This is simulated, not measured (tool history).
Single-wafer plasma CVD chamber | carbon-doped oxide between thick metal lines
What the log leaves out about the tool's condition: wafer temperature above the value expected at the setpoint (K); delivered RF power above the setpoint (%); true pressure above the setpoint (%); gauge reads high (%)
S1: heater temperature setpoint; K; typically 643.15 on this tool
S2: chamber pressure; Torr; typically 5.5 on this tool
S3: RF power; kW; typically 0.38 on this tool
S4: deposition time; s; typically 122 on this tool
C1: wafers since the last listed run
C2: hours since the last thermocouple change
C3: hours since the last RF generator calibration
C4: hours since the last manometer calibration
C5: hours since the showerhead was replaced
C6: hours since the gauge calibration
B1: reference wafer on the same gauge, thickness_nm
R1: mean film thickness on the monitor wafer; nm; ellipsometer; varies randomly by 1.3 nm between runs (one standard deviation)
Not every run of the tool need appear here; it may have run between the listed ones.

run	hour	S1	S2	S3	S4	C1	C2	C3	C4	C5	C6	B1	R1
1	0	643.15	5.5	0.345	122	0	207.8	873.1	1045.5	165.5	1485.2	448.403	410.797
2	97.5	643.15	5.5	0.38	137	1162	305.3	970.6	1143	263	1582.7	448.316	502.613
3	202.9	643.15	5.5	0.38	137	1256	410.7	1076	1248.4	368.4	1688.1	448.2	500.145
# hour 227.6: capacitance manometer re-zeroed and calibrated
4	271.9	643.15	5.5	0.38	122	727	479.7	1145	44.3	437.4	1757.1	447.933	447.341
5	312.9	643.15	5.5	0.38	122	488	520.7	1186	85.3	478.4	1798.1	448.5	446.714
6	414.7	643.15	5.5	0.38	122	1213	622.5	1287.8	187.1	580.2	1899.9	447.922	447.513
7	496.7	643.15	5.5	0.38	122	977	704.5	1369.8	269.1	662.2	1981.9	447.966	444.315
8	591.9	643.15	5.5	0.32	113	1135	799.7	1465	364.3	757.4	2077.1	448.5	350.621
# hour 845.8: RF generator calibrated
9	883.2	643.15	5.5	0.38	114	3377	1091	37.4	655.6	1048.7	2368.4	448.087	428.093
10	920.8	656.15	5.5	0.38	122	448	1128.6	75	693.2	1086.3	2406	448.312	443.493
# hour 979.1: gauge calibrated
11	1018.1	632.15	6.33	0.38	103	1160	1225.9	172.3	790.5	1183.6	39	448.008	400.129
# hour 1097.9: thermocouple changed; heater temperature recalibrated
12	1103.5	643.15	4.91	0.45	109	922	5.6	257.7	875.9	1269	124.4	447.736	464.772
13	1169.3	643.15	5.5	0.43	122	784	71.4	323.5	941.7	1334.8	190.2	447.995	504.731
14	1205.7	643.15	6.66	0.38	136	433	107.8	359.9	978.1	1371.2	226.6	448.533	513.031
15	1267.3	654.15	5.5	0.38	122	734	169.4	421.5	1039.7	1432.8	288.2	448.149	441.643
16	1373.2	655.15	6.18	0.33	144	1262	275.3	527.4	1145.6	1538.7	394.1	448.086	459.915
17	1465.5	643.15	6.28	0.415	122	1100	367.6	619.7	1237.9	1631	486.4	448.225	492.422
18	1552.4	643.15	6.53	0.38	122	1036	454.5	706.6	1324.8	1717.9	573.3	447.83	458.407
19	1630.2	643.15	5.5	0.45	122	927	532.3	784.4	1402.6	1795.7	651.1	448.089	524.404
20	1686.7	643.15	5.91	0.38	146	673	588.8	840.9	1459.1	1852.2	707.6	447.776	541.862
21	1737.4	650.15	6.26	0.41	128	604	639.5	891.6	1509.8	1902.9	758.3	448.37	500.654
22	1828.3	643.15	5.5	0.38	122	1083	730.4	982.5	1600.7	1993.8	849.2	448.152	450.632
# hour 1841.9: capacitance manometer re-zeroed and calibrated
23	1921.1	643.15	5.5	0.38	122	1011	823.2	1075.3	79.2	2086.6	942	448.446	447.046
24	2004.6	643.15	5.5	0.38	138	995	906.7	1158.8	162.7	2170.1	1025.5	448.241	503.149
25	2071.8	647.15	5.5	0.38	122	801	973.9	1226	229.9	2237.3	1092.7	448.621	444.964
26	2174.2	643.15	6.45	0.38	122	1220	1076.3	1328.4	332.3	2339.7	1195.1	448.105	455.601
# hour 2211.1: thermocouple changed; heater temperature recalibrated
27	2243.2	643.15	5.5	0.38	122	727	32.1	1397.4	401.3	2408.7	1264.1	448.006	445.513
28	2284	656.15	4.66	0.415	143	486	72.9	1438.2	442.1	2449.5	1304.9	447.768	537.694
29	2384.6	643.15	4.57	0.36	138	1199	173.5	1538.8	542.7	2550.1	1405.5	448.183	468.806

Consider 3 possible next runs. They are alternatives, not a sequence: every one starts from the tool as it was left by run 29. What does each give?
A	2385	643.15	4.14	0.38	122	4	173.9	1539.2	543.1	2550.5	1405.9	?	?
B	2385	643.15	4.28	0.38	122	4	173.9	1539.2	543.1	2550.5	1405.9	?	?
C	2385	630.15	4.28	0.43	112	4	173.9	1539.2	543.1	2550.5	1405.9	?	?

run	B1	R1
A	447.552	430.07
B	447.552	431.541
C	447.552	457.204
Had the tool no hidden state, the same runs would have come out as:
run	R1
A	441.298
B	442.807
C	468.633
